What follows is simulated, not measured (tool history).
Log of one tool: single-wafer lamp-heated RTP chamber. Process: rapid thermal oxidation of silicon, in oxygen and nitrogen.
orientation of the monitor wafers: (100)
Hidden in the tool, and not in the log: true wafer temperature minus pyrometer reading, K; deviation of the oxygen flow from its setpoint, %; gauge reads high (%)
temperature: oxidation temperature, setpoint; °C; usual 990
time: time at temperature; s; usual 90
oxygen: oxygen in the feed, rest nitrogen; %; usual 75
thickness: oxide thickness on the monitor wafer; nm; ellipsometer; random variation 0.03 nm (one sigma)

| run | day | temperature | time | oxygen | wafers since the last listed run | wafers since the last pyrometer calibration | hours since the oxygen flow controller was replaced | hours since the gauge calibration | read-back reference wafer on the same gauge, thickness | thickness |
|---|---|---|---|---|---|---|---|---|---|---|
| 1 | 0 | 990 | 116 | 75 | 0 | 1033 | 3336.9 | 381.6 | 6.899 | 6.476 |
| 2 | 1.517 | 990 | 116 | 75 | 336 | 1370 | 3373.3 | 418 | 6.899 | 6.507 |
| 3 | 4.196 | 1002 | 59 | 75 | 594 | 1964 | 3437.6 | 482.3 | 6.914 | 5.299 |
| 4 | 6.15 | 1002 | 59 | 75 | 433 | 2398 | 3484.5 | 529.2 | 6.908 | 5.264 |
| 5 | 14.662 | 1002 | 59 | 75 | 1889 | 4287 | 3688.8 | 733.5 | 6.937 | 5.308 |
| 6 | 17.262 | 990 | 90 | 75 | 577 | 4864 | 3751.2 | 795.9 | 6.931 | 5.841 |
| 7 | 19.654 | 990 | 90 | 75 | 530 | 5395 | 3808.6 | 853.3 | 6.944 | 5.859 |
|  | 22.621 | pyrometer window cleaned and pyrometer calibrated |
| 8 | 23.354 | 990 | 90 | 57 | 747 | 162 | 3897.4 | 942.1 | 6.948 | 5.346 |
| 9 | 26.85 | 990 | 90 | 57 | 775 | 938 | 3981.3 | 1026 | 6.955 | 5.388 |
| 10 | 29.158 | 990 | 90 | 75 | 512 | 1450 | 4036.7 | 1081.4 | 6.957 | 5.866 |
| 11 | 32.992 | 990 | 90 | 75 | 850 | 2301 | 4128.7 | 1173.4 | 6.954 | 5.887 |
|  | 34.642 | oxygen flow controller replaced |
| 12 | 36.704 | 990 | 90 | 98 | 749 | 3051 | 49.5 | 1262.5 | 6.965 | 6.427 |
| 13 | 39.742 | 990 | 90 | 75 | 674 | 3725 | 122.4 | 1335.4 | 6.967 | 5.847 |
| 14 | 43.167 | 1017 | 62 | 95 | 760 | 4485 | 204.6 | 1417.6 | 6.957 | 6.575 |
|  | 44.075 | gauge calibrated |
| 15 | 44.904 | 990 | 90 | 75 | 385 | 4871 | 246.3 | 19.9 | 6.777 | 5.639 |
|  | 47.079 | pyrometer window cleaned and pyrometer calibrated |
| 16 | 47.304 | 990 | 90 | 75 | 458 | 49 | 303.9 | 77.5 | 6.792 | 5.672 |
| 17 | 49.229 | 974 | 90 | 98 | 427 | 477 | 350.1 | 123.7 | 6.803 | 5.573 |
| 18 | 52.862 | 1009 | 62 | 75 | 806 | 1283 | 437.3 | 210.9 | 6.827 | 5.64 |
| 19 | 57.021 | 998 | 90 | 48 | 922 | 2206 | 537.1 | 310.7 | 6.842 | 5.196 |
| 20 | 58.846 | 990 | 90 | 95 | 405 | 2611 | 580.9 | 354.5 | 6.857 | 6.251 |
| 21 | 61.146 | 1006 | 90 | 75 | 510 | 3121 | 636.1 | 409.7 | 6.877 | 6.493 |
| 22 | 64.292 | 1000 | 90 | 75 | 698 | 3820 | 711.6 | 485.2 | 6.875 | 6.2 |

Some steps in thickness between neighbouring runs. How much of each would the tool show without its hidden state too (settings, what came in, random variation), and how much is left for the hidden state, with any gauge scatter that isn't in both results?
Run 2 -> 3: temperature 990 -> 1002, time 116 -> 59. thickness -1.208 nm: hidden state -0.011, all else -1.197.
Run 13 -> 14: temperature 990 -> 1017, time 90 -> 62, oxygen 75 -> 95. thickness +0.728 nm: hidden state +0.019, all else +0.709.
Run 14 -> 15: temperature 1017 -> 990, time 62 -> 90, oxygen 95 -> 75, gauge calibrated. thickness -0.936 nm: hidden state -0.172, all else -0.764.
Run 19 -> 20: temperature 998 -> 990, oxygen 48 -> 95. thickness +1.055 nm: hidden state +0.014, all else +1.041.
